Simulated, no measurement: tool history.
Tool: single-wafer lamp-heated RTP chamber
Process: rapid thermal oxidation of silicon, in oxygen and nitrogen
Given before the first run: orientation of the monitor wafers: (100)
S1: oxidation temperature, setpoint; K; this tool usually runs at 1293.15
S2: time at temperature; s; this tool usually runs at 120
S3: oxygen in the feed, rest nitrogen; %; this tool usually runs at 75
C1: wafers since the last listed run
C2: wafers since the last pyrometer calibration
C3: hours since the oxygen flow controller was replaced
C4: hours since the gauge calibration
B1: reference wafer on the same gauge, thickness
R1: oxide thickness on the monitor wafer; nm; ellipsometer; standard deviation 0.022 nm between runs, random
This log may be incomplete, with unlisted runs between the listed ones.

run,hour,S1,S2,S3,C1,C2,C3,C4,B1,R1
1,0,1293.15,120,75,0,1529,5154.1,19.4,9.884,8.473
2,55,1293.15,120,75,404,1934,5209.1,74.4,9.884,8.469
3,121.5,1310.15,120,89,489,2423,5275.6,140.9,9.881,10.167
4,181,1310.15,120,89,437,2861,5335.1,200.4,9.878,10.229
5,217.5,1310.15,120,89,268,3130,5371.6,236.9,9.882,10.212
6,261.7,1293.15,120,75,325,3455,5415.8,281.1,9.881,8.527
7,291.9,1293.15,120,75,222,3677,5446,311.3,9.891,8.486
# hour 322.3: oxygen flow controller replaced
8,343.2,1293.15,120,75,318,3996,20.9,362.6,9.874,8.596
9,397.2,1293.15,120,75,397,4393,74.9,416.6,9.888,8.634
10,453.7,1293.15,120,75,415,4809,131.4,473.1,9.873,8.578
# hour 513.6: gauge calibrated
11,514.5,1293.15,120,75,447,5257,192.2,0.9,9.88,8.642
# hour 566: pyrometer window cleaned and pyrometer calibrated
12,566.5,1293.15,120,75,323,3,244.2,52.9,9.882,8.45
13,583.6,1293.15,120,75,125,129,261.3,70,9.882,8.507
14,617.5,1277.15,171,51,249,378,295.2,103.9,9.873,7.725
15,666.6,1283.15,84,91,361,740,344.3,153,9.873,7.209
16,694.3,1293.15,120,75,203,944,372,180.7,9.879,8.468
17,727.4,1312.15,145,96,243,1187,405.1,213.8,9.877,11.632
18,755.3,1293.15,120,98,205,1393,433,241.7,9.883,9.318
19,784.8,1293.15,120,75,217,1610,462.5,271.2,9.879,8.499
20,828.6,1293.15,120,47,322,1932,506.3,315,9.885,7.16
21,874.7,1308.15,120,61,339,2272,552.4,361.1,9.884,8.809
22,944.6,1275.15,120,75,514,2786,622.3,431,9.883,7.418
23,1014.7,1293.15,61,50,515,3302,692.4,501.1,9.876,5.466
# hour 1020.9: gauge calibrated
24,1054.4,1312.15,94,47,292,3594,732.1,33.5,9.884,7.411

Exercise: give the hidden state of the tool at every run:
deviation of the oxygen flow from its setpoint, %: 0 at every run
gauge reads high (%): 0 at every run
H1: true wafer temperature minus pyrometer reading, K
run,H1
1,0.345
2,0.481
3,0.688
4,0.913
5,1.07
6,1.28
7,1.43
8,1.72
9,2.04
10,2.42
11,2.86
12,0.257
13,0.258
14,0.271
15,0.31
16,0.343
17,0.394
18,0.445
19,0.509
20,0.62
21,0.758
22,1.01
23,1.32
24,1.51

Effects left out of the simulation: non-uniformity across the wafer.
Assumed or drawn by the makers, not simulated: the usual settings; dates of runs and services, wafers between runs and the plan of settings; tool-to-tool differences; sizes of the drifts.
